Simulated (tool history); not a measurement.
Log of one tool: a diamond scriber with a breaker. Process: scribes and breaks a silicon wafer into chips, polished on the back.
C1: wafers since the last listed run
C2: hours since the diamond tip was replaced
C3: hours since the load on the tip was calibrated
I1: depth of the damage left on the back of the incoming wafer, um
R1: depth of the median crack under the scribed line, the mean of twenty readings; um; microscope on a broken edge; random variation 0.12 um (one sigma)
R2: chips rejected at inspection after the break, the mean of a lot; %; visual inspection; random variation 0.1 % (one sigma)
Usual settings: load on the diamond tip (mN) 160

Run 1, hour 0: usual settings but load on the diamond tip (mN) 192; C1 0; C2 219.7; C3 316.3; I1 0.01. Result: R1 13.13 um, R2 2.38 %.
Run 2, hour 34.8: usual settings but load on the diamond tip (mN) 192; C1 73; C2 254.5; C3 351.1; I1 0.04. Result: R1 13.22 um, R2 2.22 %.
Run 3, hour 67: usual settings but load on the diamond tip (mN) 192; C1 67; C2 286.7; C3 383.3; I1 0.03. Result: R1 13.19 um, R2 2.16 %.
Run 4, hour 101.8: usual settings; C1 73; C2 321.5; C3 418.1; I1 0.05. Result: R1 12.02 um, R2 1.97 %.
Run 5, hour 140.7: usual settings; C1 81; C2 360.4; C3 457; I1 0.04. Result: R1 11.89 um, R2 1.92 %.
At hour 168.4: diamond tip replaced by a new one.
Run 6, hour 183.7: usual settings; C1 86; C2 15.3; C3 500; I1 0.04. Result: R1 11.4 um, R2 2.19 %.
Run 7, hour 214.8: usual settings; C1 65; C2 46.4; C3 531.1; I1 0.02. Result: R1 11.68 um, R2 2.56 %.
At hour 240.7: diamond tip replaced by a new one, repeated, since the last time left the tool worse.
Run 8, hour 244: usual settings but load on the diamond tip (mN) 136; C1 57; C2 3.3; C3 560.3; I1 0.04. Result: R1 11.42 um, R2 2.78 %.
Run 9, hour 287.7: usual settings but load on the diamond tip (mN) 143; C1 92; C2 47; C3 604; I1 0.01. Result: R1 11.61 um, R2 2.37 %.
At hour 295.7: load on the tip recalibrated.
Run 10, hour 320.6: usual settings but load on the diamond tip (mN) 205; C1 65; C2 79.9; C3 24.9; I1 0.02. Result: R1 13.8 um, R2 3.15 %.
Run 11, hour 370.8: usual settings but load on the diamond tip (mN) 119; C1 105; C2 130.1; C3 75.1; I1 0.05. Result: R1 10.79 um, R2 5.53 %.
Run 12, hour 433.7: usual settings; C1 132; C2 193; C3 138; I1 0.03. Result: R1 12.03 um, R2 1.93 %.
Run 13, hour 494.6: usual settings but load on the diamond tip (mN) 133; C1 128; C2 253.9; C3 198.9; I1 0.05. Result: R1 10.8 um, R2 3.7 %.
Run 14, hour 533.8: usual settings but load on the diamond tip (mN) 201; C1 82; C2 293.1; C3 238.1; I1 0.03. Result: R1 13.15 um, R2 2.41 %.

How the hidden state differs across the entries between the runs, from the last listed run before each to the first after it:
Between runs 5 and 6: diamond tip replaced by a new one (hour 168.4)
  share of the diamond tip's cutting effectiveness lost through wear, %: 6 -> 10.1
  measured less the result without the state, R1: -0.5 -> -0.84 um; R2: +0.26 -> +0.7 %
Between runs 7 and 8: diamond tip replaced by a new one, repeated, since the last time left the tool worse (hour 240.7)
  share of the diamond tip's cutting effectiveness lost through wear, %: 10.6 -> 1.34
  measured less the result without the state, R1: -0.9 -> -0.1 um; R2: +0.87 -> +0.22 %
Between runs 9 and 10: load on the tip recalibrated (hour 295.7)
  share of the diamond tip's cutting effectiveness lost through wear, %: 2.02 -> 2.53
  measured less the result without the state, R1: -0.16 -> -0.23 um; R2: +0.26 -> -0.55 %
